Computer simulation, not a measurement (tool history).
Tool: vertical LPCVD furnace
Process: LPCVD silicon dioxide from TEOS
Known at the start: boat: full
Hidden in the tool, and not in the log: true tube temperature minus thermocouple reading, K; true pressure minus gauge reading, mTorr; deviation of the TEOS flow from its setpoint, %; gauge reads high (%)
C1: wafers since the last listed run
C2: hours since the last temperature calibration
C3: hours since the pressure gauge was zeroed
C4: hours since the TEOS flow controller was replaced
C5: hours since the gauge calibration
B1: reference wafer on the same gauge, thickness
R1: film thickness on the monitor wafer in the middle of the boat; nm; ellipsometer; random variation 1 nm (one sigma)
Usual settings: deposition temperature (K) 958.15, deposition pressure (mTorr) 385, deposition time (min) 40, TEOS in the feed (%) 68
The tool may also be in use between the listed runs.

{"run": 1, "hour": 0.0, "deposition temperature (K)": 958.15, "deposition pressure (mTorr)": 435, "deposition time (min)": 40, "TEOS in the feed (%)": 68, "C1": 0, "C2": 3358.2, "C3": 4146.3, "C4": 6615.2, "C5": 700.7, "B1": 185.88, "R1": 261.98}
{"run": 2, "hour": 97.3, "deposition temperature (K)": 958.15, "deposition pressure (mTorr)": 385, "deposition time (min)": 40, "TEOS in the feed (%)": 68, "C1": 1397, "C2": 3455.5, "C3": 4243.6, "C4": 6712.5, "C5": 798, "B1": 186.11, "R1": 247.41}
{"run": 3, "hour": 163.6, "deposition temperature (K)": 958.15, "deposition pressure (mTorr)": 385, "deposition time (min)": 40, "TEOS in the feed (%)": 68, "C1": 952, "C2": 3521.8, "C3": 4309.9, "C4": 6778.8, "C5": 864.3, "B1": 185.95, "R1": 245.12}
{"run": 4, "hour": 233.8, "deposition temperature (K)": 958.15, "deposition pressure (mTorr)": 385, "deposition time (min)": 40, "TEOS in the feed (%)": 68, "C1": 1008, "C2": 3592, "C3": 4380.1, "C4": 6849, "C5": 934.5, "B1": 186.09, "R1": 248.25}
{"run": 5, "hour": 285.5, "deposition temperature (K)": 958.15, "deposition pressure (mTorr)": 385, "deposition time (min)": 40, "TEOS in the feed (%)": 68, "C1": 742, "C2": 3643.7, "C3": 4431.8, "C4": 6900.7, "C5": 986.2, "B1": 186.14, "R1": 247.93}
{"hour": 335.1, "done": "TEOS flow controller replaced"}
{"run": 6, "hour": 338.7, "deposition temperature (K)": 958.15, "deposition pressure (mTorr)": 385, "deposition time (min)": 40, "TEOS in the feed (%)": 68, "C1": 419, "C2": 3696.9, "C3": 4485, "C4": 3.6, "C5": 1039.4, "B1": 186.08, "R1": 249.04}
{"hour": 484.1, "done": "pressure gauge zeroed"}
{"run": 7, "hour": 530.9, "deposition temperature (K)": 958.15, "deposition pressure (mTorr)": 385, "deposition time (min)": 40, "TEOS in the feed (%)": 68, "C1": 2415, "C2": 3889.1, "C3": 46.8, "C4": 195.8, "C5": 1231.6, "B1": 185.98, "R1": 247.56}
{"run": 8, "hour": 555.9, "deposition temperature (K)": 958.15, "deposition pressure (mTorr)": 385, "deposition time (min)": 40, "TEOS in the feed (%)": 68, "C1": 359, "C2": 3914.1, "C3": 71.8, "C4": 220.8, "C5": 1256.6, "B1": 186.03, "R1": 248.68}
{"run": 9, "hour": 604.5, "deposition temperature (K)": 967.15, "deposition pressure (mTorr)": 385, "deposition time (min)": 40, "TEOS in the feed (%)": 68, "C1": 697, "C2": 3962.7, "C3": 120.4, "C4": 269.4, "C5": 1305.2, "B1": 185.88, "R1": 303.72}
{"run": 10, "hour": 667.7, "deposition temperature (K)": 967.15, "deposition pressure (mTorr)": 385, "deposition time (min)": 40, "TEOS in the feed (%)": 68, "C1": 907, "C2": 4025.9, "C3": 183.6, "C4": 332.6, "C5": 1368.4, "B1": 185.89, "R1": 307.2}
{"run": 11, "hour": 698.2, "deposition temperature (K)": 958.15, "deposition pressure (mTorr)": 385, "deposition time (min)": 40, "TEOS in the feed (%)": 68, "C1": 438, "C2": 4056.4, "C3": 214.1, "C4": 363.1, "C5": 1398.9, "B1": 185.86, "R1": 246.83}
{"run": 12, "hour": 756.0, "deposition temperature (K)": 958.15, "deposition pressure (mTorr)": 305, "deposition time (min)": 40, "TEOS in the feed (%)": 75, "C1": 830, "C2": 4114.2, "C3": 271.9, "C4": 420.9, "C5": 1456.7, "B1": 185.83, "R1": 231.8}
{"hour": 796.3, "done": "thermocouples replaced and temperature profile calibrated"}
{"run": 13, "hour": 796.8, "deposition temperature (K)": 964.15, "deposition pressure (mTorr)": 465, "deposition time (min)": 40, "TEOS in the feed (%)": 76, "C1": 241, "C2": 0.5, "C3": 312.7, "C4": 461.7, "C5": 1497.5, "B1": 186.14, "R1": 304.89}
{"run": 14, "hour": 822.5, "deposition temperature (K)": 958.15, "deposition pressure (mTorr)": 425, "deposition time (min)": 26.5, "TEOS in the feed (%)": 68, "C1": 369, "C2": 26.2, "C3": 338.4, "C4": 487.4, "C5": 1523.2, "B1": 186.1, "R1": 157.59}
{"run": 15, "hour": 882.0, "deposition temperature (K)": 963.15, "deposition pressure (mTorr)": 360, "deposition time (min)": 40, "TEOS in the feed (%)": 63, "C1": 854, "C2": 85.7, "C3": 397.9, "C4": 546.9, "C5": 1582.7, "B1": 186.01, "R1": 237.88}
{"run": 16, "hour": 927.9, "deposition temperature (K)": 958.15, "deposition pressure (mTorr)": 385, "deposition time (min)": 40, "TEOS in the feed (%)": 68, "C1": 659, "C2": 131.6, "C3": 443.8, "C4": 592.8, "C5": 1628.6, "B1": 186.11, "R1": 227.87}

Run 17 comes next. What will it give?
{"run": 17, "hour": 987.0, "deposition temperature (K)": 966.15, "deposition pressure (mTorr)": 430, "deposition time (min)": 40, "TEOS in the feed (%)": 79, "C1": 848, "C2": 190.7, "C3": 502.9, "C4": 651.9, "C5": 1687.7, "B1": "?", "R1": "?"}

B1: 185.94
R1: 316.28 nm
Without the tool's hidden state the same run would have given R1 307.99 nm.
